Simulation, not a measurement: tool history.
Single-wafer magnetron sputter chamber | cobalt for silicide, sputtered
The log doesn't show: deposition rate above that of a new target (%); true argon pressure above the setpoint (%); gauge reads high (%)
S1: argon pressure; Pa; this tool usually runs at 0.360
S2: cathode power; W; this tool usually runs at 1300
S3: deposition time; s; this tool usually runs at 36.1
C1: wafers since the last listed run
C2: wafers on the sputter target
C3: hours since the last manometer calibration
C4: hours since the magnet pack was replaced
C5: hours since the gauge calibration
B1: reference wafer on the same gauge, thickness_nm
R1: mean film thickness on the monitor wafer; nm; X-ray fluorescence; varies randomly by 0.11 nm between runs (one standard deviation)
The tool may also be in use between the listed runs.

run 1 hour=0.0 | S1=0.360 S2=1300 S3=36.1 | C1=0 C2=15 C3=754.7 C4=8946.0 C5=538.1 | B1=19.676 | R1=23.451
run 2 hour=16.0 | S1=0.360 S2=1300 S3=36.1 | C1=487 C2=502 C3=770.7 C4=8962.0 C5=554.1 | B1=19.685 | R1=23.343
run 3 hour=31.3 | S1=0.360 S2=1300 S3=36.1 | C1=466 C2=968 C3=786.0 C4=8977.3 C5=569.4 | B1=19.735 | R1=23.334
run 4 hour=54.8 | S1=0.360 S2=1300 S3=36.1 | C1=715 C2=1684 C3=809.5 C4=9000.8 C5=592.9 | B1=19.682 | R1=23.374
run 5 hour=88.6 | S1=0.360 S2=1300 S3=36.1 | C1=1029 C2=2714 C3=843.3 C4=9034.6 C5=626.7 | B1=19.691 | R1=23.320
run 6 hour=122.1 | S1=0.360 S2=1300 S3=36.1 | C1=1020 C2=3734 C3=876.8 C4=9068.1 C5=660.2 | B1=19.692 | R1=23.078
-- hour=139.1 magnet pack replaced
run 7 hour=146.8 | S1=0.360 S2=1450 S3=36.1 | C1=508 C2=4243 C3=901.5 C4=7.7 C5=684.9 | B1=19.672 | R1=25.330
run 8 hour=179.3 | S1=0.360 S2=1300 S3=36.1 | C1=989 C2=5233 C3=934.0 C4=40.2 C5=717.4 | B1=19.704 | R1=22.994
run 9 hour=200.9 | S1=0.275 S2=1300 S3=36.1 | C1=657 C2=5891 C3=955.6 C4=61.8 C5=739.0 | B1=19.680 | R1=23.296
-- hour=220.2 sputter target and shields replaced
run 10 hour=226.0 | S1=0.275 S2=1300 S3=36.1 | C1=520 C2=178 C3=980.7 C4=86.9 C5=764.1 | B1=19.713 | R1=23.900
-- hour=236.8 capacitance manometer re-zeroed and calibrated
run 11 hour=249.4 | S1=0.360 S2=1300 S3=34.6 | C1=469 C2=647 C3=12.6 C4=110.3 C5=787.5 | B1=19.668 | R1=22.375
run 12 hour=335.2 | S1=0.360 S2=1300 S3=34.6 | C1=2613 C2=3260 C3=98.4 C4=196.1 C5=873.3 | B1=19.689 | R1=22.008
run 13 hour=365.9 | S1=0.360 S2=1300 S3=34.6 | C1=935 C2=4195 C3=129.1 C4=226.8 C5=904.0 | B1=19.675 | R1=22.112
run 14 hour=384.5 | S1=0.360 S2=1300 S3=36.1 | C1=566 C2=4762 C3=147.7 C4=245.4 C5=922.6 | B1=19.709 | R1=22.908
run 15 hour=397.8 | S1=0.360 S2=1300 S3=36.1 | C1=405 C2=5167 C3=161.0 C4=258.7 C5=935.9 | B1=19.682 | R1=22.913
-- hour=411.3 gauge calibrated
run 16 hour=417.3 | S1=0.498 S2=1100 S3=42.1 | C1=593 C2=5761 C3=180.5 C4=278.2 C5=6.0 | B1=19.725 | R1=22.459
-- hour=442.9 sputter target and shields replaced
run 17 hour=448.9 | S1=0.263 S2=1300 S3=32.8 | C1=718 C2=183 C3=212.1 C4=309.8 C5=37.6 | B1=19.670 | R1=21.891
run 18 hour=483.5 | S1=0.498 S2=1100 S3=42.1 | C1=1053 C2=1237 C3=246.7 C4=344.4 C5=72.2 | B1=19.704 | R1=23.044
run 19 hour=508.1 | S1=0.293 S2=1600 S3=36.1 | C1=749 C2=1987 C3=271.3 C4=369.0 C5=96.8 | B1=19.705 | R1=28.376
run 20 hour=531.4 | S1=0.251 S2=1300 S3=36.1 | C1=709 C2=2696 C3=294.6 C4=392.3 C5=120.1 | B1=19.670 | R1=23.878
run 21 hour=559.4 | S1=0.309 S2=1150 S3=36.1 | C1=852 C2=3549 C3=322.6 C4=420.3 C5=148.1 | B1=19.704 | R1=20.994
run 22 hour=578.7 | S1=0.404 S2=1600 S3=30.0 | C1=587 C2=4137 C3=341.9 C4=439.6 C5=167.4 | B1=19.694 | R1=22.629
run 23 hour=610.8 | S1=0.240 S2=1400 S3=29.2 | C1=977 C2=5115 C3=374.0 C4=471.7 C5=199.5 | B1=19.699 | R1=20.325
run 24 hour=623.9 | S1=0.404 S2=1300 S3=36.1 | C1=399 C2=5514 C3=387.1 C4=484.8 C5=212.6 | B1=19.706 | R1=22.602
-- hour=642.1 sputter target and shields replaced
run 25 hour=647.7 | S1=0.225 S2=1300 S3=36.1 | C1=481 C2=170 C3=410.9 C4=508.6 C5=236.4 | B1=19.707 | R1=24.087
run 26 hour=677.4 | S1=0.360 S2=1300 S3=36.1 | C1=904 C2=1074 C3=440.6 C4=538.3 C5=266.1 | B1=19.663 | R1=23.341
run 27 hour=689.9 | S1=0.360 S2=1300 S3=36.1 | C1=380 C2=1455 C3=453.1 C4=550.8 C5=278.6 | B1=19.682 | R1=23.396
run 28 hour=705.6 | S1=0.360 S2=1400 S3=36.1 | C1=478 C2=1934 C3=468.8 C4=566.5 C5=294.3 | B1=19.715 | R1=25.050
run 29 hour=719.8 | S1=0.360 S2=1300 S3=32.7 | C1=432 C2=2366 C3=483.0 C4=580.7 C5=308.5 | B1=19.679 | R1=21.133
run 30 hour=749.5 | S1=0.404 S2=1400 S3=38.9 | C1=904 C2=3271 C3=512.7 C4=610.4 C5=338.2 | B1=19.684 | R1=26.439
run 31 hour=782.1 | S1=0.407 S2=1300 S3=38.7 | C1=993 C2=4264 C3=545.3 C4=643.0 C5=370.8 | B1=19.692 | R1=24.428
run 32 hour=806.5 | S1=0.437 S2=1300 S3=36.1 | C1=743 C2=5007 C3=569.7 C4=667.4 C5=395.2 | B1=19.701 | R1=22.713
run 33 hour=824.1 | S1=0.360 S2=1150 S3=31.4 | C1=536 C2=5543 C3=587.3 C4=685.0 C5=412.8 | B1=19.720 | R1=17.765
run 34 hour=850.4 | S1=0.239 S2=1550 S3=36.1 | C1=801 C2=6344 C3=613.6 C4=711.3 C5=439.1 | B1=19.666 | R1=27.438

Table of differences, measured result less the result of that run with no hidden state. Run-to-run variation is the same in both. Gauge scatter possibly is not:
run=1 R1=-0.075
run=2 R1=-0.128
run=3 R1=-0.179
run=4 R1=-0.257
run=5 R1=-0.370
run=6 R1=-0.479
run=7 R1=-0.618
run=8 R1=-0.672
run=9 R1=-0.755
run=10 R1=-0.060
run=11 R1=-0.131
run=12 R1=-0.400
run=13 R1=-0.501
run=14 R1=-0.582
run=15 R1=-0.627
run=16 R1=-0.680
run=17 R1=-0.071
run=18 R1=-0.188
run=19 R1=-0.333
run=20 R1=-0.360
run=21 R1=-0.402
run=22 R1=-0.497
run=23 R1=-0.543
run=24 R1=-0.647
run=25 R1=-0.042
run=26 R1=-0.140
run=27 R1=-0.181
run=28 R1=-0.250
run=29 R1=-0.255
run=30 R1=-0.431
run=31 R1=-0.515
run=32 R1=-0.560
run=33 R1=-0.484
run=34 R1=-0.855
